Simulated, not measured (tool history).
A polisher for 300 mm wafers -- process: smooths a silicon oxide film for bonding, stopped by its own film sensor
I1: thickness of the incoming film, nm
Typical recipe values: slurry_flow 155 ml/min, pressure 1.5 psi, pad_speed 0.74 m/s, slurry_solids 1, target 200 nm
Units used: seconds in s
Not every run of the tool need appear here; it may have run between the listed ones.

{"run": 1, "day": 0.0, "slurry_flow": 155, "pressure": 1.8, "pad_speed": 0.74, "slurry_solids": 1, "target": 200, "I1": 248.8, "seconds": 95.5}
{"run": 2, "day": 1.058, "slurry_flow": 155, "pressure": 1.8, "pad_speed": 0.74, "slurry_solids": 1, "target": 200, "I1": 250.8, "seconds": 99.3}
{"run": 3, "day": 1.612, "slurry_flow": 155, "pressure": 1.8, "pad_speed": 0.74, "slurry_solids": 1, "target": 200, "I1": 249.5, "seconds": 98}
{"run": 4, "day": 2.875, "slurry_flow": 170, "pressure": 1.5, "pad_speed": 0.74, "slurry_solids": 1, "target": 200, "I1": 246.8, "seconds": 118}
{"run": 5, "day": 3.475, "slurry_flow": 120, "pressure": 1.5, "pad_speed": 0.74, "slurry_solids": 0.85, "target": 200, "I1": 252.6, "seconds": 149.4}
{"day": 4.108, "done": "slurry nozzle cleaned"}
{"run": 6, "day": 4.9, "slurry_flow": 120, "pressure": 1.5, "pad_speed": 0.74, "slurry_solids": 0.85, "target": 200, "I1": 248.1, "seconds": 146}
{"day": 5.104, "done": "worn pad replaced by a new one"}
{"run": 7, "day": 6.121, "slurry_flow": 155, "pressure": 1.5, "pad_speed": 0.74, "slurry_solids": 1, "target": 194, "I1": 247.8, "seconds": 121}
{"run": 8, "day": 7.167, "slurry_flow": 155, "pressure": 1.5, "pad_speed": 0.74, "slurry_solids": 1, "target": 194, "I1": 251.6, "seconds": 129.7}
{"run": 9, "day": 8.238, "slurry_flow": 155, "pressure": 1.5, "pad_speed": 0.74, "slurry_solids": 1, "target": 194, "I1": 251, "seconds": 129.9}
{"run": 10, "day": 9.196, "slurry_flow": 155, "pressure": 1.5, "pad_speed": 0.74, "slurry_solids": 1, "target": 200, "I1": 247.9, "seconds": 111.9}
{"run": 11, "day": 9.796, "slurry_flow": 155, "pressure": 1.2, "pad_speed": 0.96, "slurry_solids": 1.1, "target": 200, "I1": 255.5, "seconds": 124}
{"day": 12.512, "done": "head pressure recalibrated"}
{"run": 12, "day": 12.625, "slurry_flow": 155, "pressure": 1.5, "pad_speed": 0.64, "slurry_solids": 1, "target": 200, "I1": 248.1, "seconds": 136.4}
{"day": 13.246, "done": "worn pad replaced by a new one"}
{"run": 13, "day": 13.354, "slurry_flow": 205, "pressure": 1.5, "pad_speed": 0.74, "slurry_solids": 1, "target": 184, "I1": 252.9, "seconds": 150.4}
{"run": 14, "day": 14.371, "slurry_flow": 155, "pressure": 1.5, "pad_speed": 0.74, "slurry_solids": 1, "target": 214, "I1": 250.4, "seconds": 83.3}
{"run": 15, "day": 15.279, "slurry_flow": 155, "pressure": 1.5, "pad_speed": 0.74, "slurry_solids": 1.25, "target": 200, "I1": 248.5, "seconds": 101.1}
{"run": 16, "day": 16.612, "slurry_flow": 120, "pressure": 1.7, "pad_speed": 0.74, "slurry_solids": 1, "target": 182, "I1": 250.4, "seconds": 146.1}
{"day": 16.742, "done": "slurry nozzle cleaned"}
{"day": 17.025, "done": "slurry blender recalibrated"}
{"run": 17, "day": 17.275, "slurry_flow": 155, "pressure": 1.5, "pad_speed": 0.74, "slurry_solids": 1, "target": 190, "I1": 253.4, "seconds": 148.7}
{"run": 18, "day": 18.3, "slurry_flow": 190, "pressure": 1.5, "pad_speed": 0.74, "slurry_solids": 0.8, "target": 200, "I1": 251.5, "seconds": 141.2}
{"run": 19, "day": 19.142, "slurry_flow": 120, "pressure": 1.3, "pad_speed": 0.6, "slurry_solids": 1.1, "target": 200, "I1": 246.7, "seconds": 152.1}
{"run": 20, "day": 19.838, "slurry_flow": 120, "pressure": 1.5, "pad_speed": 0.74, "slurry_solids": 0.85, "target": 200, "I1": 251.2, "seconds": 146.6}
{"day": 20.158, "done": "worn pad replaced by a new one"}
{"run": 21, "day": 21.267, "slurry_flow": 155, "pressure": 1.5, "pad_speed": 0.62, "slurry_solids": 1, "target": 200, "I1": 249.3, "seconds": 131.3}

For run 22, what comes out?
{"run": 22, "day": 21.908, "slurry_flow": 155, "pressure": 1.5, "pad_speed": 0.64, "slurry_solids": 1, "target": 200, "I1": 247.7, "seconds": "?"}

Run 22 measured seconds 119.6 s.
With no hidden state in the tool, this same run would have given seconds 116.9 s.

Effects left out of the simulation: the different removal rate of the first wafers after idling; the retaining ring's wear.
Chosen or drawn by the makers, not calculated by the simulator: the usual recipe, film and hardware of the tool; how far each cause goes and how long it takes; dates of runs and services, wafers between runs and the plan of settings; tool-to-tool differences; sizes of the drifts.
